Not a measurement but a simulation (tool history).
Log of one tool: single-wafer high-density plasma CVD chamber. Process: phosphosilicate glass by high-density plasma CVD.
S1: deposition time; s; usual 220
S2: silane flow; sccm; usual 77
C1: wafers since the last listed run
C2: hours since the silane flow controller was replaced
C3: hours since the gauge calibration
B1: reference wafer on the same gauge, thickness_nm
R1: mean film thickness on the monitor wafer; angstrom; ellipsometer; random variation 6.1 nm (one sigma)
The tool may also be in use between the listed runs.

run,day,S1,S2,C1,C2,C3,B1,R1
1,0.000,220,77,0,1000.1,942.0,2029.715,17406.16
2,1.550,220,77,198,1037.3,979.2,2027.623,17266.65
3,2.662,220,77,142,1064.0,1005.9,2030.238,17408.09
4,3.842,220,70,150,1092.3,1034.2,2030.681,16237.71
5,6.712,220,70,367,1161.2,1103.1,2032.500,16227.01
6,13.079,220,68,814,1314.0,1255.9,2029.911,15939.27
7,16.058,196,89,381,1385.5,1327.4,2032.803,17411.93
8,19.033,196,89,380,1456.9,1398.8,2030.797,17427.42
9,20.508,196,89,188,1492.3,1434.2,2029.273,17330.13
10,22.342,235,73,234,1536.3,1478.2,2031.051,18028.14
11,25.138,235,73,357,1603.4,1545.3,2029.716,18037.82
12,27.100,235,73,251,1650.5,1592.4,2028.863,18047.04
13,29.896,220,77,357,1717.6,1659.5,2031.280,17555.45
14,31.762,220,77,238,1762.4,1704.3,2033.259,17598.23
15,36.550,220,77,612,1877.3,1819.2,2028.466,17509.14
16,39.150,220,77,332,1939.7,1881.6,2032.009,17748.17
17,42.025,209,87,367,2008.7,1950.6,2031.306,18333.68
18,45.633,209,87,461,2095.3,2037.2,2028.233,18395.75
19,47.846,220,88,283,2148.4,2090.3,2030.427,19450.96
20,49.925,193,67,265,2198.3,2140.2,2030.463,14091.99
21,51.458,220,88,196,2235.1,2177.0,2027.640,19622.97
# day 52.638: silane flow controller replaced
22,53.458,220,92,213,19.7,2225.0,2026.384,19493.09
23,55.104,246,81,210,59.2,2264.5,2030.710,19896.69
24,56.154,204,77,134,84.4,2289.7,2031.648,15934.70
25,57.529,187,63,175,117.4,2322.7,2034.275,12673.44
26,60.242,208,77,347,182.5,2387.8,2034.360,16255.34
27,63.083,220,77,363,250.7,2456.0,2031.206,17183.22
28,65.562,248,62,317,310.2,2515.5,2030.560,16624.34
29,67.892,208,77,297,366.1,2571.4,2028.881,16365.87
# day 69.275: gauge calibrated
30,70.125,253,87,285,419.7,20.4,2031.856,21688.23
31,72.992,220,77,366,488.5,89.2,2029.905,17303.76
32,74.225,192,89,157,518.1,118.8,2031.149,16750.97
33,76.092,263,63,238,562.9,163.6,2029.908,17883.72
34,78.325,195,63,285,616.5,217.2,2032.396,13328.40
35,79.446,241,63,143,643.4,244.1,2030.234,16415.85
36,81.212,220,77,226,685.8,286.5,2027.661,17319.34
37,83.246,191,77,260,734.6,335.3,2030.099,14927.70
38,91.196,220,72,1017,925.4,526.1,2032.694,16413.11

Hidden state or all else? Some run-to-run changes of R1, split into what the settings, what came in and random variation would give without the hidden state, and what is left for the hidden state (with any gauge scatter that isn't in both results):
The hidden state here: delivered silane flow above the setpoint (%); gauge reads high (%).
Run 19 -> 20: S1 220 -> 193, S2 88 -> 67. R1 -5358.97 angstrom: hidden state -129.52, all else -5229.45.
Run 20 -> 21: S1 193 -> 220, S2 67 -> 88. R1 +5530.98 angstrom: hidden state +169.54, all else +5361.44.
Run 21 -> 22: S2 88 -> 92, silane flow controller replaced. R1 -129.88 angstrom: hidden state -607.93, all else +478.05.
Run 29 -> 30: S1 208 -> 253, S2 77 -> 87, gauge calibrated. R1 +5322.36 angstrom: hidden state -4.13, all else +5326.49.
